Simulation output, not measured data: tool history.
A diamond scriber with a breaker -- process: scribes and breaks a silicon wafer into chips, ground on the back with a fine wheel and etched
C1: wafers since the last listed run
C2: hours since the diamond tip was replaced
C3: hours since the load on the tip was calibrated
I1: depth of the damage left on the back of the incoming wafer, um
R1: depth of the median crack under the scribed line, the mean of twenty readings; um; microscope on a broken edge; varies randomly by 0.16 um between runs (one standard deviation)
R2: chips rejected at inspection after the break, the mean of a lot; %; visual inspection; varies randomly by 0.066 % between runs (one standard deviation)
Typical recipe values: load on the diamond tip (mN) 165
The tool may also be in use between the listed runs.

{"run": 1, "hour": 0.0, "load on the diamond tip (mN)": 203, "C1": 0, "C2": 465.7, "C3": 1221.3, "I1": 0.67, "R1": 13.96, "R2": 1.44}
{"run": 2, "hour": 50.6, "load on the diamond tip (mN)": 203, "C1": 407, "C2": 516.3, "C3": 1271.9, "I1": 0.64, "R1": 13.85, "R2": 1.62}
{"run": 3, "hour": 101.9, "load on the diamond tip (mN)": 203, "C1": 413, "C2": 567.6, "C3": 1323.2, "I1": 0.77, "R1": 13.9, "R2": 1.32}
{"run": 4, "hour": 166.7, "load on the diamond tip (mN)": 165, "C1": 521, "C2": 632.4, "C3": 1388, "I1": 0.68, "R1": 12.13, "R2": 1.64}
{"hour": 194.2, "done": "load on the tip recalibrated"}
{"run": 5, "hour": 195.7, "load on the diamond tip (mN)": 165, "C1": 217, "C2": 661.4, "C3": 1.5, "I1": 0.31, "R1": 12.14, "R2": 1.8}
{"run": 6, "hour": 239.3, "load on the diamond tip (mN)": 165, "C1": 351, "C2": 705, "C3": 45.1, "I1": 0.54, "R1": 12.19, "R2": 1.79}
{"run": 7, "hour": 300.0, "load on the diamond tip (mN)": 182, "C1": 488, "C2": 765.7, "C3": 105.8, "I1": 0.46, "R1": 12.89, "R2": 1.01}
{"run": 8, "hour": 337.2, "load on the diamond tip (mN)": 182, "C1": 299, "C2": 802.9, "C3": 143, "I1": 0.72, "R1": 12.88, "R2": 1.2}
{"hour": 375.5, "done": "diamond tip replaced by a new one"}
{"run": 9, "hour": 393.3, "load on the diamond tip (mN)": 182, "C1": 435, "C2": 17.8, "C3": 199.1, "I1": 0.53, "R1": 13.61, "R2": 1.54}
{"run": 10, "hour": 418.4, "load on the diamond tip (mN)": 165, "C1": 202, "C2": 42.9, "C3": 224.2, "I1": 0.46, "R1": 13.12, "R2": 0.98}
{"run": 11, "hour": 481.7, "load on the diamond tip (mN)": 165, "C1": 509, "C2": 106.2, "C3": 287.5, "I1": 0.33, "R1": 12.64, "R2": 1.09}
{"run": 12, "hour": 538.4, "load on the diamond tip (mN)": 165, "C1": 456, "C2": 162.9, "C3": 344.2, "I1": 0.72, "R1": 12.6, "R2": 1.33}
{"run": 13, "hour": 582.7, "load on the diamond tip (mN)": 165, "C1": 356, "C2": 207.2, "C3": 388.5, "I1": 0.33, "R1": 12.81, "R2": 1.18}
{"run": 14, "hour": 617.3, "load on the diamond tip (mN)": 165, "C1": 278, "C2": 241.8, "C3": 423.1, "I1": 0.34, "R1": 12.59, "R2": 1.2}
{"run": 15, "hour": 652.6, "load on the diamond tip (mN)": 165, "C1": 284, "C2": 277.1, "C3": 458.4, "I1": 0.56, "R1": 12.42, "R2": 1.44}
{"run": 16, "hour": 717.8, "load on the diamond tip (mN)": 165, "C1": 525, "C2": 342.3, "C3": 523.6, "I1": 0.46, "R1": 12.33, "R2": 1.41}
{"run": 17, "hour": 760.5, "load on the diamond tip (mN)": 179, "C1": 343, "C2": 385, "C3": 566.3, "I1": 0.57, "R1": 13.09, "R2": 1.06}
{"run": 18, "hour": 795.9, "load on the diamond tip (mN)": 145, "C1": 285, "C2": 420.4, "C3": 601.7, "I1": 0.44, "R1": 11.59, "R2": 3.25}
{"run": 19, "hour": 865.7, "load on the diamond tip (mN)": 165, "C1": 562, "C2": 490.2, "C3": 671.5, "I1": 0.64, "R1": 12.51, "R2": 1.69}
{"run": 20, "hour": 907.9, "load on the diamond tip (mN)": 193, "C1": 339, "C2": 532.4, "C3": 713.7, "I1": 0.49, "R1": 13.19, "R2": 1.28}
{"run": 21, "hour": 948.4, "load on the diamond tip (mN)": 207, "C1": 326, "C2": 572.9, "C3": 754.2, "I1": 0.72, "R1": 13.79, "R2": 1.82}
{"run": 22, "hour": 1064.6, "load on the diamond tip (mN)": 165, "C1": 935, "C2": 689.1, "C3": 870.4, "I1": 0.33, "R1": 12.55, "R2": 1.85}
{"run": 23, "hour": 1119.3, "load on the diamond tip (mN)": 151, "C1": 440, "C2": 743.8, "C3": 925.1, "I1": 0.59, "R1": 11.67, "R2": 2.94}
{"run": 24, "hour": 1175.1, "load on the diamond tip (mN)": 195, "C1": 449, "C2": 799.6, "C3": 980.9, "I1": 0.53, "R1": 13.09, "R2": 1.14}
{"run": 25, "hour": 1206.5, "load on the diamond tip (mN)": 196, "C1": 252, "C2": 831, "C3": 1012.3, "I1": 0.69, "R1": 13.19, "R2": 1.12}
{"run": 26, "hour": 1255.9, "load on the diamond tip (mN)": 205, "C1": 397, "C2": 880.4, "C3": 1061.7, "I1": 0.64, "R1": 13.43, "R2": 1.52}
{"run": 27, "hour": 1287.6, "load on the diamond tip (mN)": 165, "C1": 255, "C2": 912.1, "C3": 1093.4, "I1": 0.45, "R1": 12.21, "R2": 1.88}
{"hour": 1326.9, "done": "diamond tip replaced by a new one"}
{"run": 28, "hour": 1349.4, "load on the diamond tip (mN)": 165, "C1": 481, "C2": 22.5, "C3": 1155.2, "I1": 0.41, "R1": 12.91, "R2": 1.06}
{"run": 29, "hour": 1402.2, "load on the diamond tip (mN)": 118, "C1": 425, "C2": 75.3, "C3": 1208, "I1": 0.75, "R1": 11.07, "R2": 6.47}
{"run": 30, "hour": 1457.1, "load on the diamond tip (mN)": 125, "C1": 442, "C2": 130.2, "C3": 1262.9, "I1": 0.72, "R1": 11.38, "R2": 5.05}
{"run": 31, "hour": 1510.0, "load on the diamond tip (mN)": 165, "C1": 426, "C2": 183.1, "C3": 1315.8, "I1": 0.68, "R1": 12.36, "R2": 1.22}
{"hour": 1518.5, "done": "load on the tip recalibrated"}
{"run": 32, "hour": 1566.5, "load on the diamond tip (mN)": 131, "C1": 438, "C2": 239.6, "C3": 48, "I1": 0.72, "R1": 11.21, "R2": 4.98}
{"run": 33, "hour": 1627.6, "load on the diamond tip (mN)": 186, "C1": 492, "C2": 300.7, "C3": 109.1, "I1": 0.32, "R1": 13.43, "R2": 1.18}
{"run": 34, "hour": 1653.7, "load on the diamond tip (mN)": 138, "C1": 210, "C2": 326.8, "C3": 135.2, "I1": 0.63, "R1": 11.62, "R2": 4.11}
{"run": 35, "hour": 1678.0, "load on the diamond tip (mN)": 208, "C1": 195, "C2": 351.1, "C3": 159.5, "I1": 0.35, "R1": 13.81, "R2": 2.04}
{"run": 36, "hour": 1719.3, "load on the diamond tip (mN)": 165, "C1": 332, "C2": 392.4, "C3": 200.8, "I1": 0.3, "R1": 12.22, "R2": 1.6}
{"run": 37, "hour": 1844.5, "load on the diamond tip (mN)": 179, "C1": 1008, "C2": 517.6, "C3": 326, "I1": 0.71, "R1": 12.62, "R2": 1.08}
{"run": 38, "hour": 1891.2, "load on the diamond tip (mN)": 143, "C1": 376, "C2": 564.3, "C3": 372.7, "I1": 0.7, "R1": 11.88, "R2": 4.62}
{"run": 39, "hour": 1951.3, "load on the diamond tip (mN)": 116, "C1": 484, "C2": 624.4, "C3": 432.8, "I1": 0.56, "R1": 10.68, "R2": 9.85}
{"run": 40, "hour": 2010.5, "load on the diamond tip (mN)": 185, "C1": 476, "C2": 683.6, "C3": 492, "I1": 0.48, "R1": 13.04, "R2": 1.12}

Pick out some run-to-run changes in R1. Of each, how much would a tool without hidden state show as well, from the settings, what came in and chance, and how much is left for the hidden state and any gauge scatter not in both results compared?
Unlogged tool condition in this case: share of the diamond tip's cutting effectiveness lost through wear, %; deviation of the load on the tip from its setpoint, %.
Run 8 -> 9: diamond tip replaced by a new one. R1 +0.73 um: hidden state +0.72, all else +0.01.
Run 27 -> 28: diamond tip replaced by a new one. R1 +0.7 um: hidden state +0.6, all else +0.1.
Run 32 -> 33: load on the diamond tip (mN) 131 -> 186. R1 +2.22 um: hidden state -0.16, all else +2.38.
Run 34 -> 35: load on the diamond tip (mN) 138 -> 208. R1 +2.19 um: hidden state -0.11, all else +2.3.
Run 39 -> 40: load on the diamond tip (mN) 116 -> 185. R1 +2.36 um: hidden state -0.16, all else +2.52.
